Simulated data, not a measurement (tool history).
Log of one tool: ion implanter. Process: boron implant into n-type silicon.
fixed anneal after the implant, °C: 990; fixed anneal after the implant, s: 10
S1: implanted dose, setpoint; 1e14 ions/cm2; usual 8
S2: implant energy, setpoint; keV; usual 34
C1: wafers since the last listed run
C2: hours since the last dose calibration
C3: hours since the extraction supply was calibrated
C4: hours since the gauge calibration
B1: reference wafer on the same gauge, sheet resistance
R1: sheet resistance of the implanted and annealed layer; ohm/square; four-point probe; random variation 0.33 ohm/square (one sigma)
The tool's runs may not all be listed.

| run | hour | S1 | S2 | C1 | C2 | C3 | C4 | B1 | R1 |
|---|---|---|---|---|---|---|---|---|---|
| 1 | 0 | 6.47 | 34 | 0 | 116.5 | 1661.8 | 739.4 | 161.95 | 176.12 |
|  | 24.4 | gauge calibrated |
| 2 | 51.8 | 6.47 | 34 | 1527 | 168.3 | 1713.6 | 27.4 | 162.09 | 176.16 |
| 3 | 143.1 | 6.47 | 34 | 2692 | 259.6 | 1804.9 | 118.7 | 162.02 | 175.4 |
| 4 | 239.2 | 8 | 34 | 2833 | 355.7 | 1901 | 214.8 | 161.94 | 146.53 |
| 5 | 307.7 | 8 | 34 | 2019 | 424.2 | 1969.5 | 283.3 | 161.97 | 147.16 |
| 6 | 379.1 | 8 | 34 | 2105 | 495.6 | 2040.9 | 354.7 | 161.99 | 145.83 |
| 7 | 421.5 | 7.52 | 34 | 1250 | 538 | 2083.3 | 397.1 | 161.97 | 153.97 |
|  | 444.2 | Faraday cup replaced and dose calibrated |
| 8 | 521.3 | 7.52 | 34 | 2707 | 77.1 | 2183.1 | 496.9 | 161.97 | 150.38 |
| 9 | 562.1 | 8 | 34 | 1203 | 117.9 | 2223.9 | 537.7 | 162.08 | 143.04 |
|  | 605.7 | extraction supply calibrated |
| 10 | 617.6 | 10.12 | 41.5 | 1400 | 173.4 | 11.9 | 593.2 | 161.99 | 117.17 |
|  | 714.7 | Faraday cup replaced and dose calibrated, repeated, since the last time left the tool worse |
| 11 | 715.2 | 9.81 | 42 | 2642 | 0.5 | 109.5 | 690.8 | 161.89 | 125.81 |
| 12 | 750.6 | 9.83 | 34 | 1043 | 35.9 | 144.9 | 726.2 | 162.05 | 126.7 |
| 13 | 825.3 | 9.07 | 37.5 | 2202 | 110.6 | 219.6 | 800.9 | 161.98 | 132.98 |
| 14 | 888.4 | 9.37 | 23 | 1860 | 173.7 | 282.7 | 864 | 162.04 | 133.3 |
| 15 | 958.2 | 9.77 | 34 | 2058 | 243.5 | 352.5 | 933.8 | 162.07 | 125.39 |
| 16 | 1027.6 | 6.1 | 34 | 2046 | 312.9 | 421.9 | 1003.2 | 162.03 | 184.28 |
|  | 1040.3 | gauge calibrated |
| 17 | 1120.9 | 8 | 34 | 2751 | 406.2 | 515.2 | 80.6 | 162.05 | 146.78 |
| 18 | 1228.5 | 10.26 | 23 | 3172 | 513.8 | 622.8 | 188.2 | 162.1 | 123.52 |
|  | 1319.6 | Faraday cup replaced and dose calibrated |
| 19 | 1322.8 | 8 | 34 | 2544 | 3.2 | 717.1 | 282.5 | 162.05 | 149.41 |

Some steps in R1 between neighbouring runs. How much of each would the tool show without its hidden state too (settings, what came in, random variation), and how much is left for the hidden state, with any gauge scatter that isn't in both results?
The hidden state here: deviation of the true dose from the Faraday cup's reading, %; deviation of the true energy from its setpoint, %; gauge reads high (%).
Run 10 -> 11: S1 10.12 -> 9.81, S2 41.5 -> 42, Faraday cup replaced and dose calibrated, repeated, since the last time left the tool worse. R1 +8.64 ohm/square: hidden state +5.61, all else +3.03.
Run 15 -> 16: S1 9.77 -> 6.1. R1 +58.89 ohm/square: hidden state -1.15, all else +60.04.
